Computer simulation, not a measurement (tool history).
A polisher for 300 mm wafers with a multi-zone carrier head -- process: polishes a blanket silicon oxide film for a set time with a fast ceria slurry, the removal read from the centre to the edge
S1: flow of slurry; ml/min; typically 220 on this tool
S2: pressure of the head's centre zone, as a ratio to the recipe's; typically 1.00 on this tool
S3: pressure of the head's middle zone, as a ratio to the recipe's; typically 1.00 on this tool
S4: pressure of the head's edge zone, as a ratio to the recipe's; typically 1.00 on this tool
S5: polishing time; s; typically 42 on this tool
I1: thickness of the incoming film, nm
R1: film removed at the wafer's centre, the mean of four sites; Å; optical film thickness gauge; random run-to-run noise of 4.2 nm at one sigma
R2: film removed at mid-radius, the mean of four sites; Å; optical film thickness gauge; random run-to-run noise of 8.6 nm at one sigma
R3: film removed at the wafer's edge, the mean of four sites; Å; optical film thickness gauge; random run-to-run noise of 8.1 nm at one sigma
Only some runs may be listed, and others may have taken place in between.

run 1 hour=0.0 | S1=220 S2=1.00 S3=1.00 S4=1.07 S5=35 | I1=1979.2 | R1=4590 R2=4664 R3=4749
run 2 hour=12.5 | S1=220 S2=1.00 S3=1.00 S4=1.07 S5=35 | I1=1993.1 | R1=4612 R2=4729 R3=4814
-- hour=48.7 worn pad replaced by a new one, of another model than before
run 3 hour=52.9 | S1=220 S2=1.00 S3=1.00 S4=1.00 S5=42 | I1=1963.7 | R1=5040 R2=5068 R3=5202
run 4 hour=72.9 | S1=220 S2=1.00 S3=1.00 S4=1.00 S5=42 | I1=1952.0 | R1=5052 R2=5195 R3=5209
-- hour=108.8 slurry nozzle cleaned
-- hour=116.6 edge zone pressure recalibrated
run 5 hour=160.7 | S1=220 S2=1.04 S3=1.05 S4=1.00 S5=57 | I1=1956.5 | R1=7994 R2=7887 R3=7712
run 6 hour=178.9 | S1=220 S2=0.89 S3=1.00 S4=1.00 S5=42 | I1=1972.6 | R1=5027 R2=5746 R3=5615
run 7 hour=199.5 | S1=220 S2=1.00 S3=1.00 S4=1.04 S5=42 | I1=1973.8 | R1=5603 R2=5763 R3=5627
-- hour=226.7 worn pad replaced by a new one
-- hour=269.9 carrier head's membrane replaced by a new one
run 8 hour=270.4 | S1=220 S2=1.00 S3=1.00 S4=1.00 S5=42 | I1=1951.2 | R1=5452 R2=5532 R3=5418
-- hour=299.0 centre zone pressure recalibrated
run 9 hour=299.5 | S1=150 S2=1.00 S3=1.00 S4=1.04 S5=54 | I1=1952.1 | R1=4746 R2=5201 R3=5765
run 10 hour=327.1 | S1=220 S2=0.92 S3=1.11 S4=1.00 S5=42 | I1=1982.5 | R1=4922 R2=5889 R3=5425

Run 11 comes next. What will it give?
run 11 hour=346.1 | S1=220 S2=1.00 S3=1.00 S4=1.12 S5=42 | I1=1965.0 | R1=? R2=? R3=?

{"run 11": {"R1": 5372, "R2": 5458, "R3": 5515}}
Minus the tool's unlogged condition, the same run would have read R1 5890 Å, R2 5922 Å, R3 5855 Å.

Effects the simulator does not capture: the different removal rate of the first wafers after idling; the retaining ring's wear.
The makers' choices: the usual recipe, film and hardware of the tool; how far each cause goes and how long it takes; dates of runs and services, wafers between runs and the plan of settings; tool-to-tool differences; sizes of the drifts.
